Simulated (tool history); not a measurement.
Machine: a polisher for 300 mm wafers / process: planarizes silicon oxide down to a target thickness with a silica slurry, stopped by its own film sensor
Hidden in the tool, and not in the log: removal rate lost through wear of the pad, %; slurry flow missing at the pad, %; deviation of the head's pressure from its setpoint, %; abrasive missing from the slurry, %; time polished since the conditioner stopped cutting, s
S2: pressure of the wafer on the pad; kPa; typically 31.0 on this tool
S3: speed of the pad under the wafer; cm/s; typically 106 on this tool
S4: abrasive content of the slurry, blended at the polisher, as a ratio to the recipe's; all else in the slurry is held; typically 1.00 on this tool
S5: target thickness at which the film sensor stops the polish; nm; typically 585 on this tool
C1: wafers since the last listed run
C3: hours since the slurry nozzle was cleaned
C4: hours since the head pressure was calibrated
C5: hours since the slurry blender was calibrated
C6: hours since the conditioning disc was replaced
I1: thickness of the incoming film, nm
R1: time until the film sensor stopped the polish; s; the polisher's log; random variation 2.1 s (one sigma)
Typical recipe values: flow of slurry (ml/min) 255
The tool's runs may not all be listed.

run 1 hour=0.0 | flow_of_slurry_(ml/min)=295 S2=31.0 S3=106 S4=1.00 S5=585 | C1=0 wafers_polished_on_this_pad=102 C3=69.3 C4=701.6 C5=51.3 C6=175.8 | I1=987.9 | R1=159.4
-- hour=33.1 conditioning disc replaced and pad reconditioned
run 2 hour=86.9 | flow_of_slurry_(ml/min)=255 S2=31.0 S3=106 S4=1.00 S5=585 | C1=676 wafers_polished_on_this_pad=778 C3=156.2 C4=788.5 C5=138.2 C6=53.8 | I1=985.4 | R1=169.8
run 3 hour=112.0 | flow_of_slurry_(ml/min)=255 S2=31.0 S3=106 S4=1.00 S5=585 | C1=199 wafers_polished_on_this_pad=977 C3=181.3 C4=813.6 C5=163.3 C6=78.9 | I1=975.3 | R1=168.3
run 4 hour=135.5 | flow_of_slurry_(ml/min)=255 S2=31.0 S3=106 S4=1.00 S5=655 | C1=187 wafers_polished_on_this_pad=1165 C3=204.8 C4=837.1 C5=186.8 C6=102.4 | I1=976.2 | R1=142.5
-- hour=186.0 slurry blender recalibrated
-- hour=210.5 worn pad replaced by a new one
-- hour=219.9 conditioning disc replaced and pad reconditioned
run 5 hour=226.0 | flow_of_slurry_(ml/min)=255 S2=31.0 S3=106 S4=1.00 S5=655 | C1=656 wafers_polished_on_this_pad=107 C3=295.3 C4=927.6 C5=40.0 C6=6.1 | I1=963.8 | R1=126.2
run 6 hour=301.7 | flow_of_slurry_(ml/min)=255 S2=31.0 S3=106 S4=1.00 S5=655 | C1=602 wafers_polished_on_this_pad=710 C3=371.0 C4=1003.3 C5=115.7 C6=81.8 | I1=981.5 | R1=139.6
-- hour=317.7 head pressure recalibrated
run 7 hour=327.9 | flow_of_slurry_(ml/min)=255 S2=31.0 S3=106 S4=0.90 S5=585 | C1=192 wafers_polished_on_this_pad=903 C3=397.2 C4=10.2 C5=141.9 C6=108.0 | I1=974.3 | R1=151.1
run 8 hour=349.3 | flow_of_slurry_(ml/min)=255 S2=31.0 S3=106 S4=0.90 S5=585 | C1=170 wafers_polished_on_this_pad=1073 C3=418.6 C4=31.6 C5=163.3 C6=129.4 | I1=976.9 | R1=157.5
run 9 hour=368.0 | flow_of_slurry_(ml/min)=255 S2=31.0 S3=90 S4=1.00 S5=585 | C1=148 wafers_polished_on_this_pad=1222 C3=437.3 C4=50.3 C5=182.0 C6=148.1 | I1=971.7 | R1=167.6
run 10 hour=388.6 | flow_of_slurry_(ml/min)=255 S2=31.0 S3=90 S4=1.00 S5=585 | C1=164 wafers_polished_on_this_pad=1386 C3=457.9 C4=70.9 C5=202.6 C6=168.7 | I1=984.8 | R1=177.1
-- hour=414.0 slurry nozzle cleaned
run 11 hour=416.2 | flow_of_slurry_(ml/min)=255 S2=31.0 S3=106 S4=1.00 S5=585 | C1=211 wafers_polished_on_this_pad=1598 C3=2.2 C4=98.5 C5=230.2 C6=196.3 | I1=1000.4 | R1=172.1
-- hour=436.3 worn pad replaced by a new one
-- hour=441.7 slurry blender recalibrated
run 12 hour=442.2 | flow_of_slurry_(ml/min)=255 S2=31.0 S3=106 S4=1.00 S5=655 | C1=159 wafers_polished_on_this_pad=30 C3=28.2 C4=124.5 C5=0.5 C6=222.3 | I1=961.2 | R1=108.6
-- hour=446.3 conditioning disc replaced and pad reconditioned
run 13 hour=472.8 | flow_of_slurry_(ml/min)=295 S2=31.0 S3=106 S4=1.00 S5=585 | C1=227 wafers_polished_on_this_pad=258 C3=58.8 C4=155.1 C5=31.1 C6=26.5 | I1=966.4 | R1=139.5
run 14 hour=498.6 | flow_of_slurry_(ml/min)=255 S2=31.0 S3=106 S4=1.25 S5=463 | C1=205 wafers_polished_on_this_pad=464 C3=84.6 C4=180.9 C5=56.9 C6=52.3 | I1=984.8 | R1=173.2
run 15 hour=527.9 | flow_of_slurry_(ml/min)=320 S2=31.0 S3=70 S4=1.00 S5=647 | C1=233 wafers_polished_on_this_pad=697 C3=113.9 C4=210.2 C5=86.2 C6=81.6 | I1=968.6 | R1=150.1
run 16 hour=544.4 | flow_of_slurry_(ml/min)=255 S2=27.6 S3=106 S4=1.00 S5=585 | C1=131 wafers_polished_on_this_pad=828 C3=130.4 C4=226.7 C5=102.7 C6=98.1 | I1=992.3 | R1=177.4
run 17 hour=572.3 | flow_of_slurry_(ml/min)=255 S2=31.0 S3=106 S4=1.00 S5=585 | C1=222 wafers_polished_on_this_pad=1051 C3=158.3 C4=254.6 C5=130.6 C6=126.0 | I1=995.8 | R1=159.4
run 18 hour=589.1 | flow_of_slurry_(ml/min)=255 S2=40.7 S3=106 S4=1.00 S5=585 | C1=133 wafers_polished_on_this_pad=1184 C3=175.1 C4=271.4 C5=147.4 C6=142.8 | I1=988.5 | R1=119.8
run 19 hour=625.0 | flow_of_slurry_(ml/min)=255 S2=31.0 S3=140 S4=0.90 S5=585 | C1=285 wafers_polished_on_this_pad=1470 C3=211.0 C4=307.3 C5=183.3 C6=178.7 | I1=983.1 | R1=146.0
-- hour=635.5 conditioning disc replaced and pad reconditioned
-- hour=646.5 worn pad replaced by a new one
run 20 hour=651.2 | flow_of_slurry_(ml/min)=255 S2=31.0 S3=142 S4=0.75 S5=627 | C1=160 wafers_polished_on_this_pad=37 C3=237.2 C4=333.5 C5=209.5 C6=15.7 | I1=983.5 | R1=145.0
run 21 hour=680.7 | flow_of_slurry_(ml/min)=200 S2=27.6 S3=106 S4=1.00 S5=496 | C1=234 wafers_polished_on_this_pad=272 C3=266.7 C4=363.0 C5=239.0 C6=45.2 | I1=967.9 | R1=229.2
-- hour=682.7 slurry blender recalibrated
run 22 hour=781.0 | flow_of_slurry_(ml/min)=205 S2=31.0 S3=142 S4=1.15 S5=585 | C1=782 wafers_polished_on_this_pad=1054 C3=367.0 C4=463.3 C5=98.3 C6=145.5 | I1=995.3 | R1=132.9
run 23 hour=800.8 | flow_of_slurry_(ml/min)=255 S2=31.0 S3=88 S4=0.80 S5=585 | C1=157 wafers_polished_on_this_pad=1212 C3=386.8 C4=483.1 C5=118.1 C6=165.3 | I1=982.5 | R1=198.3
-- hour=840.5 conditioning disc replaced and pad reconditioned
run 24 hour=860.1 | flow_of_slurry_(ml/min)=255 S2=26.2 S3=106 S4=1.00 S5=713 | C1=456 wafers_polished_on_this_pad=1668 C3=446.1 C4=542.4 C5=177.4 C6=19.6 | I1=967.4 | R1=131.2
-- hour=877.4 worn pad replaced by a new one
run 25 hour=877.9 | flow_of_slurry_(ml/min)=255 S2=31.0 S3=142 S4=1.00 S5=585 | C1=109 wafers_polished_on_this_pad=3 C3=463.9 C4=560.2 C5=195.2 C6=37.4 | I1=969.3 | R1=138.3
run 26 hour=890.7 | flow_of_slurry_(ml/min)=185 S2=31.0 S3=106 S4=0.80 S5=585 | C1=101 wafers_polished_on_this_pad=105 C3=476.7 C4=573.0 C5=208.0 C6=50.2 | I1=974.5 | R1=200.9

3 options for the next run, each taken on its own from the tool as it stands now. Forecast them:
run A hour=891.2 | flow_of_slurry_(ml/min)=255 S2=31.0 S3=106 S4=1.00 S5=585 | C1=3 wafers_polished_on_this_pad=109 C3=477.2 C4=573.5 C5=208.5 C6=50.7 | I1=977.2 | R1=?
run B hour=891.2 | flow_of_slurry_(ml/min)=255 S2=31.0 S3=106 S4=1.15 S5=585 | C1=3 wafers_polished_on_this_pad=109 C3=477.2 C4=573.5 C5=208.5 C6=50.7 | I1=977.2 | R1=?
run C hour=891.2 | flow_of_slurry_(ml/min)=315 S2=31.0 S3=144 S4=1.00 S5=585 | C1=3 wafers_polished_on_this_pad=109 C3=477.2 C4=573.5 C5=208.5 C6=50.7 | I1=977.2 | R1=?

run=A R1=175.8
run=B R1=165.0
run=C R1=145.7
With no hidden state in the tool, these same runs would have given:
run=A R1=136.3
run=B R1=129.2
run=C R1=112.9
